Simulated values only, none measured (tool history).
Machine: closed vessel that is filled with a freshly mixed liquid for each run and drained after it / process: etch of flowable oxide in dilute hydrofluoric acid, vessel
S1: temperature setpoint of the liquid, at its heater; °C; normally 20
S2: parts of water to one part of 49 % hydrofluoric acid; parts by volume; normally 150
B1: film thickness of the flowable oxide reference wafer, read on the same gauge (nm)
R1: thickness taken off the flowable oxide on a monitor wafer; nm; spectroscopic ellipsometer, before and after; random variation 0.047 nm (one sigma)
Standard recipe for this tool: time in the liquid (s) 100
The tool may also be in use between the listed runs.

Run 1, hour 0: usual settings; B1 69.99. Result: R1 13.08 nm.
Run 2, hour 17.9: usual settings but S2 120 parts by volume; B1 70.04. Result: R1 16.75 nm.
Run 3, hour 33.6: usual settings but S2 120 parts by volume; B1 70.01. Result: R1 16.82 nm.
Run 4, hour 40.4: usual settings but S2 120 parts by volume; B1 70.03. Result: R1 16.81 nm.
Run 5, hour 53.9: usual settings but S1 23.5 °C, S2 175 parts by volume; B1 69.96. Result: R1 12.37 nm.
Run 6, hour 67.3: usual settings; B1 70.03. Result: R1 12.85 nm.
Run 7, hour 74.4: usual settings; B1 70.04. Result: R1 12.91 nm.
Run 8, hour 114.3: usual settings; B1 69.99. Result: R1 12.83 nm.
Run 9, hour 129.9: usual settings; B1 70.01. Result: R1 12.88 nm.
Run 10, hour 136.6: usual settings; B1 69.98. Result: R1 12.76 nm.
Run 11, hour 168.7: usual settings; B1 69.98. Result: R1 12.8 nm.
Run 12, hour 183.9: usual settings but S1 22 °C, time in the liquid (s) 135; B1 69.94. Result: R1 18.63 nm.
Run 13, hour 195.4: usual settings but time in the liquid (s) 65; B1 69.98. Result: R1 8.27 nm.
Run 14, hour 204.8: usual settings but time in the liquid (s) 125; B1 70.03. Result: R1 15.95 nm.
At hour 210.4: gauge calibrated.
Run 15, hour 220.2: usual settings; B1 70. Result: R1 12.69 nm.
At hour 222.3: hydrofluoric acid flow meter replaced.
Run 16, hour 233.2: usual settings but time in the liquid (s) 60; B1 70.06. Result: R1 8.39 nm.
At hour 236.6: thermometer replaced.
Run 17, hour 244.4: usual settings but S1 17 °C, time in the liquid (s) 70; B1 69.99. Result: R1 8.62 nm.
Run 18, hour 289.6: usual settings but S1 23.5 °C, S2 90 parts by volume, time in the liquid (s) 120; B1 69.97. Result: R1 34.33 nm.

What will run 19 give?
Run 19, hour 302.7: usual settings but S1 22 °C, S2 205 parts by volume, time in the liquid (s) 140; B1 ?. Result: R1 ?.

Run 19 yielded B1 70.04, R1 14.53 nm.
The same run, on a tool lacking any hidden state, would have yielded R1 14.7 nm.
